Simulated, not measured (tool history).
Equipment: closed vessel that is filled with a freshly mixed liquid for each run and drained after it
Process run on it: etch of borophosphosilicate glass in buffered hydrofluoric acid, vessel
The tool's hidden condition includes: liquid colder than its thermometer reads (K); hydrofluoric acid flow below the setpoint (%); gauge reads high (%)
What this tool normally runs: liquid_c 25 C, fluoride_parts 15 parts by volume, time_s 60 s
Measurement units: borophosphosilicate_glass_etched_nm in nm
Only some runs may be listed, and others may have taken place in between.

| run | hour | liquid_c | fluoride_parts | time_s | wafers since the last listed run | hours since the thermometer was replaced | hours since the hydrofluoric acid flow meter was replaced | hours since the gauge calibration | read-back film thickness of the borophosphosilicate glass reference wafer, read on the same gauge (nm) | borophosphosilicate_glass_etched_nm |
|---|---|---|---|---|---|---|---|---|---|---|
| 1 | 0 | 25 | 15 | 60 | 0 | 1100 | 1581.8 | 1631.4 | 100.03 | 78.27 |
|  | 1.2 | hydrofluoric acid flow meter replaced |
| 2 | 41 | 25 | 15 | 60 | 3517 | 1141 | 39.8 | 1672.4 | 100.01 | 82.95 |
| 3 | 82.7 | 25 | 15 | 60 | 3666 | 1182.7 | 81.5 | 1714.1 | 100 | 81.99 |
| 4 | 166.2 | 25 | 15 | 60 | 7341 | 1266.2 | 165 | 1797.6 | 99.99 | 81.22 |
|  | 186.2 | thermometer replaced |
| 5 | 200.1 | 25 | 15 | 60 | 2892 | 13.9 | 198.9 | 1831.5 | 100.02 | 91.11 |
| 6 | 248.8 | 25 | 15 | 60 | 4282 | 62.6 | 247.6 | 1880.2 | 100.01 | 88.54 |
|  | 251.5 | gauge calibrated |
| 7 | 276.9 | 25 | 18.5 | 60 | 2470 | 90.7 | 275.7 | 25.4 | 99.99 | 71.94 |
| 8 | 313.6 | 25 | 18.5 | 60 | 3226 | 127.4 | 312.4 | 62.1 | 100 | 70.97 |
| 9 | 379.8 | 25 | 19.5 | 45 | 5820 | 193.6 | 378.6 | 128.3 | 100.03 | 51.16 |
| 10 | 437 | 25 | 15 | 85 | 5029 | 250.8 | 435.8 | 185.5 | 100.03 | 123.61 |
| 11 | 471.4 | 25 | 20 | 45 | 3024 | 285.2 | 470.2 | 219.9 | 99.97 | 49.69 |
| 12 | 500.3 | 30 | 18.5 | 60 | 2541 | 314.1 | 499.1 | 248.8 | 100 | 90.54 |
| 13 | 556 | 22.5 | 20 | 60 | 4897 | 369.8 | 554.8 | 304.5 | 99.99 | 57.84 |
| 14 | 598.7 | 26.5 | 13.5 | 60 | 3754 | 412.5 | 597.5 | 347.2 | 100 | 103.27 |
| 15 | 659.3 | 20.5 | 18.5 | 60 | 5328 | 473.1 | 658.1 | 407.8 | 99.99 | 54.28 |
| 16 | 713.2 | 25 | 10 | 30 | 4739 | 527 | 712 | 461.7 | 99.98 | 63.4 |
| 17 | 739.2 | 28 | 16.5 | 80 | 2286 | 553 | 738 | 487.7 | 99.99 | 119.77 |
| 18 | 774.3 | 28 | 9 | 50 | 3086 | 588.1 | 773.1 | 522.8 | 99.98 | 133.36 |
| 19 | 822.2 | 21 | 21 | 30 | 4211 | 636 | 821 | 570.7 | 100.02 | 24.78 |
| 20 | 874.4 | 25 | 15 | 60 | 4589 | 688.2 | 873.2 | 622.9 | 99.98 | 84.09 |
| 21 | 904.8 | 23.5 | 15 | 70 | 2672 | 718.6 | 903.6 | 653.3 | 99.99 | 90.37 |
| 22 | 993.7 | 25 | 15 | 35 | 7816 | 807.5 | 992.5 | 742.2 | 99.98 | 48.2 |
| 23 | 1022 | 25 | 15 | 60 | 2488 | 835.8 | 1020.8 | 770.5 | 100 | 82.52 |
| 24 | 1196.4 | 20 | 10 | 80 | 15334 | 1010.2 | 1195.2 | 944.9 | 99.99 | 121.27 |
| 25 | 1273 | 25 | 15 | 60 | 6735 | 1086.8 | 1271.8 | 1021.5 | 99.99 | 78.23 |
| 26 | 1305.7 | 25 | 15 | 30 | 2875 | 1119.5 | 1304.5 | 1054.2 | 99.98 | 39.32 |
| 27 | 1345 | 25 | 15 | 60 | 3455 | 1158.8 | 1343.8 | 1093.5 | 99.99 | 78.21 |
|  | 1351.3 | thermometer replaced |
| 28 | 1382.3 | 25 | 15 | 60 | 3191 | 31 | 1381.1 | 1130.8 | 100.03 | 85.45 |
| 29 | 1437.4 | 25 | 10 | 60 | 4844 | 86.1 | 1436.2 | 1185.9 | 99.97 | 125.81 |
| 30 | 1505.7 | 23.5 | 17 | 60 | 6005 | 154.4 | 1504.5 | 1254.2 | 100.01 | 68.63 |
| 31 | 1573.9 | 25 | 15 | 60 | 5996 | 222.6 | 1572.7 | 1322.4 | 99.98 | 84.08 |
| 32 | 1623.3 | 21 | 17 | 95 | 4343 | 272 | 1622.1 | 1371.8 | 99.99 | 93.99 |

Alternative continuations, all from the tool just after run 32; predict every row:
| A | 1624 | 26.5 | 15 | 60 | 61 | 272.7 | 1622.8 | 1372.5 | ? | ? |
| B | 1624 | 30 | 15 | 40 | 61 | 272.7 | 1622.8 | 1372.5 | ? | ? |
| C | 1624 | 23.5 | 12 | 80 | 61 | 272.7 | 1622.8 | 1372.5 | ? | ? |

| run | read-back film thickness of the borophosphosilicate glass reference wafer, read on the same gauge (nm) | borophosphosilicate_glass_etched_nm |
|---|---|---|
| A | 100.02 | 89.44 |
| B | 100.02 | 71.75 |
| C | 100.02 | 126.41 |
Without the tool's unlogged condition, the same runs would have read:
| run | borophosphosilicate_glass_etched_nm |
|---|---|
| A | 98.29 |
| B | 78.8 |
| C | 138.97 |
